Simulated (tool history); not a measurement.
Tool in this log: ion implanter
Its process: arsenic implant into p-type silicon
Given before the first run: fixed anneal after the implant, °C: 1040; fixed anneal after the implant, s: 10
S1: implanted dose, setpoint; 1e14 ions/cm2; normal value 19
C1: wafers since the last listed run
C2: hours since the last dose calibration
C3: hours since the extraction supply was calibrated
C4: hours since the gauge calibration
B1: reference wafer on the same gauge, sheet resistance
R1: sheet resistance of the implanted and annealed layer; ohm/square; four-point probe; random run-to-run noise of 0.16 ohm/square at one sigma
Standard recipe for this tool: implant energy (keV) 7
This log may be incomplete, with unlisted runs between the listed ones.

Run 1, day 0: usual settings; C1 0; C2 553; C3 6574.2; C4 273.8; B1 114. Result: R1 110.32 ohm/square.
Run 2, day 0.688: usual settings; C1 454; C2 569.5; C3 6590.7; C4 290.3; B1 113.98. Result: R1 110.28 ohm/square.
Run 3, day 1.088: usual settings; C1 264; C2 579.1; C3 6600.3; C4 299.9; B1 114.05. Result: R1 110.07 ohm/square.
Run 4, day 1.554: usual settings; C1 308; C2 590.3; C3 6611.5; C4 311.1; B1 113.95. Result: R1 110.16 ohm/square.
Run 5, day 2.054: usual settings; C1 330; C2 602.3; C3 6623.5; C4 323.1; B1 114.01. Result: R1 109.96 ohm/square.
Run 6, day 2.671: usual settings; C1 407; C2 617.1; C3 6638.3; C4 337.9; B1 114.03. Result: R1 110.28 ohm/square.
Run 7, day 3.588: usual settings but S1 14.69 1e14 ions/cm2, implant energy (keV) 5.5; C1 606; C2 639.1; C3 6660.3; C4 359.9; B1 113.99. Result: R1 121.46 ohm/square.
Run 8, day 3.854: usual settings but S1 14.69 1e14 ions/cm2, implant energy (keV) 5.5; C1 176; C2 645.5; C3 6666.7; C4 366.3; B1 114. Result: R1 120.99 ohm/square.
At day 4.217: extraction supply calibrated.
Run 9, day 4.283: usual settings but S1 21.74 1e14 ions/cm2; C1 63; C2 655.8; C3 1.6; C4 376.6; B1 114.01. Result: R1 107.63 ohm/square.
Run 10, day 4.888: usual settings but S1 21.74 1e14 ions/cm2; C1 399; C2 670.3; C3 16.1; C4 391.1; B1 114.03. Result: R1 107.54 ohm/square.
At day 5.496: Faraday cup replaced and dose calibrated.
Run 11, day 5.612: usual settings; C1 259; C2 2.8; C3 33.5; C4 408.5; B1 113.97. Result: R1 111.28 ohm/square.
Run 12, day 6.112: usual settings; C1 330; C2 14.8; C3 45.5; C4 420.5; B1 114.08. Result: R1 111.04 ohm/square.
At day 6.117: gauge calibrated.
Run 13, day 6.658: usual settings; C1 361; C2 27.9; C3 58.6; C4 13; B1 114.03. Result: R1 111.26 ohm/square.
Run 14, day 7.321: usual settings but S1 22.74 1e14 ions/cm2; C1 438; C2 43.8; C3 74.5; C4 28.9; B1 113.95. Result: R1 106.99 ohm/square.
At day 8.121: Faraday cup replaced and dose calibrated, repeated, since the last time left the tool worse.
Run 15, day 8.142: usual settings; C1 322; C2 0.5; C3 94.2; C4 48.6; B1 114.04. Result: R1 109.87 ohm/square.
Run 16, day 8.517: usual settings but S1 21.11 1e14 ions/cm2, implant energy (keV) 8; C1 248; C2 9.5; C3 103.2; C4 57.6; B1 113.94. Result: R1 106.21 ohm/square.

Estimate the outcome of run 17 from the log above:
Run 17, day 9.112: usual settings; C1 394; C2 23.8; C3 117.5; C4 71.9; B1 ?. Result: R1 ?.

{"run 17": {"B1": 114.05, "R1": 109.84}}
Without the tool's hidden state the same run would have given R1 109.7 ohm/square.
